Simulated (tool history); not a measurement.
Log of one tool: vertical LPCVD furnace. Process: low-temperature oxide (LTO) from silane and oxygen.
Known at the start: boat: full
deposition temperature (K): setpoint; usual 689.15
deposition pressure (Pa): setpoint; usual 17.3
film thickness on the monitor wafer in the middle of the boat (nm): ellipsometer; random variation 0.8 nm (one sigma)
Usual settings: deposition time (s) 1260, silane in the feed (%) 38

run   hour  deposition temperature (K)  deposition pressure (Pa)  deposition time (s)  silane in the feed (%)  wafers since the last listed run  hours since the last temperature calibration  hours since the pressure gauge was zeroed  hours since the silane flow controller was replaced  hours since the gauge calibration  read-back reference wafer on the same gauge, thickness  film thickness on the monitor wafer in the middle of the boat (nm)
  1      0                      689.15                      17.3                 1260                      41                                 0                                        4088.3                                     3759.6                                               3768.2                                  8                                                  131.12                                                              147.04
  2   12.5                      689.15                      17.3                 1260                      41                               111                                        4100.8                                     3772.1                                               3780.7                               20.5                                                  130.77                                                              148.44
  3   42.7                      689.15                      17.3                 1260                      38                               269                                          4131                                     3802.3                                               3810.9                               50.7                                                  130.33                                                              136.36
  4   72.6                      689.15                      17.3                 1050                      38                               266                                        4160.9                                     3832.2                                               3840.8                               80.6                                                  130.01                                                              112.29
  5  106.6                      689.15                      17.3                 1050                      38                               303                                        4194.9                                     3866.2                                               3874.8                              114.6                                                  129.58                                                              111.68
  6  133.3                      689.15                      17.3                 1260                      38                               238                                        4221.6                                     3892.9                                               3901.5                              141.3                                                  129.45                                                              133.33
     206.8  -- thermocouples replaced and temperature profile calibrated
     220.8  -- silane flow controller replaced
  7  221.3                      689.15                      17.3                 1260                      38                               446                                          14.5                                     3980.9                                                  0.5                              229.3                                                  128.66                                                              132.14
  8  225.6                      689.15                      17.3                 1260                      38                                38                                          18.8                                     3985.2                                                  4.8                              233.6                                                   128.7                                                              133.02
  9  279.2                      689.15                        16                 1260                      38                               478                                          72.4                                     4038.8                                                 58.4                              287.2                                                  128.39                                                              120.93
 10  314.4                      689.15                      17.3                 1260                      38                               314                                         107.6                                       4074                                                 93.6                              322.4                                                  128.32                                                              131.45
 11  338.1                      689.15                      17.3                 1260                      38                               211                                         131.3                                     4097.7                                                117.3                              346.1                                                  128.24                                                              132.75
 12  350.7                      689.15                      14.7                  870                      38                               112                                         143.9                                     4110.3                                                129.9                              358.7                                                  128.14                                                               76.79
 13  375.4                      685.15                      17.3                 1260                      38                               220                                         168.6                                       4135                                                154.6                              383.4                                                  128.17                                                               126.7
 14  408.2                      689.15                      17.3                 1260                      36                               292                                         201.4                                     4167.8                                                187.4                              416.2                                                  127.95                                                              122.74
 15  442.3                      689.15                      17.3                 1260                      38                               304                                         235.5                                     4201.9                                                221.5                              450.3                                                  127.82                                                              132.64
 16  458.6                      701.15                      19.3                  960                      42                               145                                         251.8                                     4218.2                                                237.8                              466.6                                                  127.69                                                              141.11
 17  473.7                      694.15                      17.3                  780                      38                               134                                         266.9                                     4233.3                                                252.9                              481.7                                                  127.93                                                               86.01
 18  506.8                      696.15                      14.7                 1500                      38                               295                                           300                                     4266.4                                                  286                              514.8                                                  127.84                                                              142.72
 19  535.6                      689.15                      17.3                 1260                      38                               257                                         328.8                                     4295.2                                                314.8                              543.6                                                  127.53                                                              132.16
     558.7  -- gauge calibrated
 20  565.6                      689.15                        16                 1710                      36                               267                                         358.8                                     4325.2                                                344.8                                6.9                                                  130.89                                                              158.86
 21  591.9                      684.15                      17.3                 1590                      38                               234                                         385.1                                     4351.5                                                371.1                               33.2                                                  130.61                                                               161.7
     656.4  -- pressure gauge zeroed
 22  698.7                      689.15                      17.3                 1260                      38                               739                                         491.9                                       42.3                                                477.9                                140                                                  129.43                                                                 133
 23  731.6                      686.15                        14                  840                      38                               293                                         524.8                                       75.2                                                510.8                              172.9                                                  129.08                                                               69.51
 24    758                      689.15                      13.3                  930                      35                               235                                         551.2                                      101.6                                                537.2                              199.3                                                  128.79                                                               68.73
 25  787.4                      689.15                      13.3                 1260                      38                               262                                         580.6                                        131                                                566.6                              228.7                                                  128.69                                                              100.83
 26  815.5                      678.15                      18.7                  780                      41                               250                                         608.7                                      159.1                                                594.7                              256.8                                                  128.55                                                               87.23
 27  845.2                      701.15                      17.3                  930                      38                               265                                         638.4                                      188.8                                                624.4                              286.5                                                  128.35                                                              110.02
 28    869                      689.15                      17.3                 1260                      38                               212                                         662.2                                      212.6                                                648.2                              310.3                                                  128.43                                                              132.73
 29  903.9                      689.15                      17.3                 1260                      38                               311                                         697.1                                      247.5                                                683.1                              345.2                                                  128.13                                                               132.3
 30  937.8                      689.15                      17.3                 1260                      38                               302                                           731                                      281.4                                                  717                              379.1                                                  128.09                                                              131.59
 31  969.1                      689.15                      17.3                 1260                      38                               279                                         762.3                                      312.7                                                748.3                              410.4                                                  128.07                                                              133.67

Forecast each of these 4 alternatives for the next run:
  A  973.5                      689.15                      17.3                 1260                      38                                39                                         766.7                                      317.1                                                752.7                              414.8                                                       ?                                                                   ?
  B  973.5                      689.15                      17.3                  960                      43                                39                                         766.7                                      317.1                                                752.7                              414.8                                                       ?                                                                   ?
  C  973.5                      692.15                      17.3                 1260                      38                                39                                         766.7                                      317.1                                                752.7                              414.8                                                       ?                                                                   ?
  D  973.5                      689.15                        16                 1260                      44                                39                                         766.7                                      317.1                                                752.7                              414.8                                                       ?                                                                   ?

run  read-back reference wafer on the same gauge, thickness  film thickness on the monitor wafer in the middle of the boat (nm)
  A                                                  127.96                                                              132.75
  B                                                  127.96                                                              116.18
  C                                                  127.96                                                              136.98
  D                                                  127.96                                                              144.09
Without the tool's hidden state the same runs would have given:
run  film thickness on the monitor wafer in the middle of the boat (nm)
  A                                                              135.88
  B                                                              118.92
  C                                                              140.22
  D                                                              147.49
